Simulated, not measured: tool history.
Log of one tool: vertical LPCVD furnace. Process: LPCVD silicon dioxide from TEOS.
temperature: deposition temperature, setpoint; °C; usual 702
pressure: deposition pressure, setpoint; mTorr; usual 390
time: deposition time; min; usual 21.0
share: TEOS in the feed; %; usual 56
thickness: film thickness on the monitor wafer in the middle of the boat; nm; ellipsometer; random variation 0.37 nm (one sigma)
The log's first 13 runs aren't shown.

run,hour,temperature,pressure,time,share,wafers since the last listed run,hours since the last temperature calibration,hours since the pressure gauge was zeroed,hours since the TEOS flow controller was replaced,hours since the gauge calibration,"read-back reference wafer on the same gauge, thickness",thickness
14,156.1,702,390,26.5,65,255,4273.6,4057.0,88.7,87.9,194.02,245.52
15,201.4,702,390,21.0,65,731,4318.9,4102.3,134.0,133.2,194.04,194.42
16,220.0,702,390,21.0,50,300,4337.5,4120.9,152.6,151.8,194.04,170.99
# hour 263.1: pressure gauge zeroed
17,263.6,712,475,21.0,48,316,4381.1,0.5,196.2,195.4,194.05,232.17
# hour 296.3: thermocouples replaced and temperature profile calibrated
18,296.8,702,390,21.0,64,148,0.5,33.7,229.4,228.6,193.93,178.13
19,309.2,702,390,23.5,48,200,12.9,46.1,241.8,241.0,193.98,172.26
20,321.7,702,390,18.0,56,201,25.4,58.6,254.3,253.5,194.09,142.62
21,328.5,692,390,21.0,56,109,32.2,65.4,261.1,260.3,194.05,132.08
22,345.8,702,390,16.5,59,279,49.5,82.7,278.4,277.6,193.93,134.63
23,359.8,698,390,27.0,56,226,63.5,96.7,292.4,291.6,194.08,195.45
24,375.7,702,390,21.0,56,256,79.4,112.6,308.3,307.5,193.95,167.19
25,386.6,702,420,25.5,56,176,90.3,123.5,319.2,318.4,194.00,209.95
26,399.6,702,390,21.0,65,209,103.3,136.5,332.2,331.4,193.96,179.59
27,414.5,702,390,21.0,56,240,118.2,151.4,347.1,346.3,194.08,166.91
28,423.4,702,390,15.5,56,143,127.1,160.3,356.0,355.2,193.92,123.24
29,435.5,702,390,23.5,48,195,139.2,172.4,368.1,367.3,193.97,172.84
30,442.9,702,390,21.0,56,119,146.6,179.8,375.5,374.7,193.96,167.06
31,451.5,693,455,19.0,49,138,155.2,188.4,384.1,383.3,194.01,123.63

4 ways to go on from here, each from the tool as it stands after run 31. What would each give?
A,456.2,702,390,21.0,56,75,159.9,193.1,388.8,388.0,?,?
B,456.2,694,450,25.0,52,75,159.9,193.1,388.8,388.0,?,?
C,456.2,710,390,23.5,47,75,159.9,193.1,388.8,388.0,?,?
D,456.2,695,355,27.0,64,75,159.9,193.1,388.8,388.0,?,?

run,"read-back reference wafer on the same gauge, thickness",thickness
A,194.02,167.36
B,194.02,171.11
C,194.02,206.15
D,194.02,186.43
Without the tool's hidden state the same runs would have given:
run,thickness
A,165.54
B,169.22
C,203.95
D,184.37
